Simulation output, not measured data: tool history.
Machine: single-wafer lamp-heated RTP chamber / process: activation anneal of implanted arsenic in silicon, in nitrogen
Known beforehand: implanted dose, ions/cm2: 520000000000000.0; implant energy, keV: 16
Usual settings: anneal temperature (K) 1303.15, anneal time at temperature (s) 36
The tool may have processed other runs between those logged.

run    hour  anneal temperature (K)  anneal time at temperature (s)  wafers since the last listed run  wafers since the last pyrometer calibration  wafers since the reflector plate was cleaned  hours since the gauge calibration  read-back reference wafer on the same gauge, sheet resistance  sheet resistance of the implanted and annealed layer (ohm/square)
  1     0.0                 1303.15                              36                                 0                                         3547                                          3547                              671.0                                                         235.16                                                             205.58
       43.4  -- reflector plate cleaned
  2    43.9                 1303.15                              36                               319                                         3866                                             4                              714.9                                                         234.88                                                             208.08
  3    73.0                 1303.15                              36                               258                                         4125                                           263                              744.0                                                         235.24                                                             208.38
  4   170.1                 1303.15                              36                               863                                         4988                                          1126                              841.1                                                         235.01                                                             206.34
  5   206.7                 1324.15                              36                               325                                         5313                                          1451                              877.7                                                         235.22                                                             201.98
  6   244.9                 1303.15                              36                               339                                         5653                                          1791                              915.9                                                         235.12                                                             206.92
  7   289.7                 1313.15                              36                               398                                         6051                                          2189                              960.7                                                         234.96                                                             204.87
  8   339.8                 1303.15                              36                               445                                         6496                                          2634                             1010.8                                                         234.91                                                             207.72
  9   385.1                 1303.15                              36                               402                                         6899                                          3037                             1056.1                                                         234.98                                                             206.03
 10   416.9                 1303.15                              36                               282                                         7182                                          3320                             1087.9                                                         234.85                                                             206.63
 11   467.1                 1303.15                              36                               446                                         7628                                          3766                             1138.1                                                         235.15                                                             205.95
 12   496.8                 1303.15                              36                               263                                         7892                                          4030                             1167.8                                                         235.04                                                             206.45
      535.7  -- gauge calibrated
      537.3  -- pyrometer window cleaned and pyrometer calibrated
 13   557.5                 1303.15                              36                               468                                          179                                          4498                               21.8                                                         234.95                                                             205.43
      574.7  -- reflector plate cleaned
 14   583.1                 1303.15                              36                               156                                          335                                            74                               47.4                                                         235.03                                                             208.52
 15   725.8                 1303.15                              36                              1268                                         1604                                          1343                              190.1                                                         234.80                                                             206.25
 16   760.1                 1303.15                              36                               304                                         1908                                          1647                              224.4                                                         235.01                                                             207.14
 17   831.1                 1303.15                              36                               631                                         2540                                          2279                              295.4                                                         235.01                                                             206.55
 18   874.0                 1303.15                              36                               381                                         2921                                          2660                              338.3                                                         235.26                                                             206.55
 19   929.7                 1330.15                              36                               495                                         3416                                          3155                              394.0                                                         234.69                                                             198.48
 20   999.7                 1303.15                              27                               622                                         4038                                          3777                              464.0                                                         234.95                                                             209.85
 21  1024.5                 1303.15                              30                               220                                         4259                                          3998                              488.8                                                         235.22                                                             208.31
     1043.3  -- reflector plate cleaned
 22  1053.4                 1281.15                              21                               185                                         4444                                            89                              517.7                                                         235.03                                                             217.52
 23  1077.4                 1303.15                              24                               213                                         4658                                           302                              541.7                                                         235.04                                                             211.07
 24  1120.3                 1303.15                              36                               381                                         5039                                           684                              584.6                                                         234.95                                                             207.95
 25  1203.6                 1303.15                              36                               740                                         5779                                          1424                              667.9                                                         234.85                                                             206.12
 26  1254.6                 1318.15                              53                               453                                         6233                                          1877                              718.9                                                         235.08                                                             197.77
 27  1320.2                 1328.15                              45                               583                                         6816                                          2460                              784.5                                                         235.06                                                             197.29
 28  1345.6                 1274.15                              44                               225                                         7042                                          2686                              809.9                                                         234.80                                                             211.85
     1397.5  -- pyrometer window cleaned and pyrometer calibrated
 29  1405.4                 1324.15                              36                               460                                           70                                          3147                              869.7                                                         235.35                                                             200.16
 30  1442.4                 1274.15                              23                               328                                          399                                          3475                              906.7                                                         235.13                                                             217.34
 31  1478.5                 1303.15                              36                               320                                          720                                          3796                              942.8                                                         235.24                                                             204.75
     1518.7  -- reflector plate cleaned
 32  1535.5                 1303.15                              36                               435                                         1155                                           149                              999.8                                                         235.14                                                             206.31
 33  1591.8                 1279.15                              36                               500                                         1656                                           649                             1056.1                                                         234.97                                                             214.32
 34  1634.4                 1294.15                              44                               378                                         2034                                          1028                             1098.7                                                         235.02                                                             207.14
 35  1684.6                 1303.15                              36                               446                                         2481                                          1474                             1148.9                                                         234.89                                                             206.06
 36  1748.9                 1290.15                              48                               571                                         3052                                          2045                             1213.2                                                         234.79                                                             207.42
 37  1813.2                 1303.15                              36                               571                                         3624                                          2617                             1277.5                                                         235.10                                                             205.81
     1813.6  -- gauge calibrated
 38  1847.3                 1276.15                              36                               303                                         3927                                          2920                               33.7                                                         234.88                                                             212.72

Branching from run 38: 3 alternative next runs. What would each branch give?
  A  1847.7                 1303.15                              36                                 3                                         3930                                          2924                               34.1                                                              ?                                                                  ?
  B  1847.7                 1327.15                              25                                 3                                         3930                                          2924                               34.1                                                              ?                                                                  ?
  C  1847.7                 1280.15                              17                                 3                                         3930                                          2924                               34.1                                                              ?                                                                  ?

run  read-back reference wafer on the same gauge, sheet resistance  sheet resistance of the implanted and annealed layer (ohm/square)
  A                                                         235.11                                                             206.14
  B                                                         235.11                                                             203.98
  C                                                         235.11                                                             218.71
Without the tool's unlogged condition, the same runs would have read:
run  sheet resistance of the implanted and annealed layer (ohm/square)
  A                                                             207.84
  B                                                             205.65
  C                                                             219.74
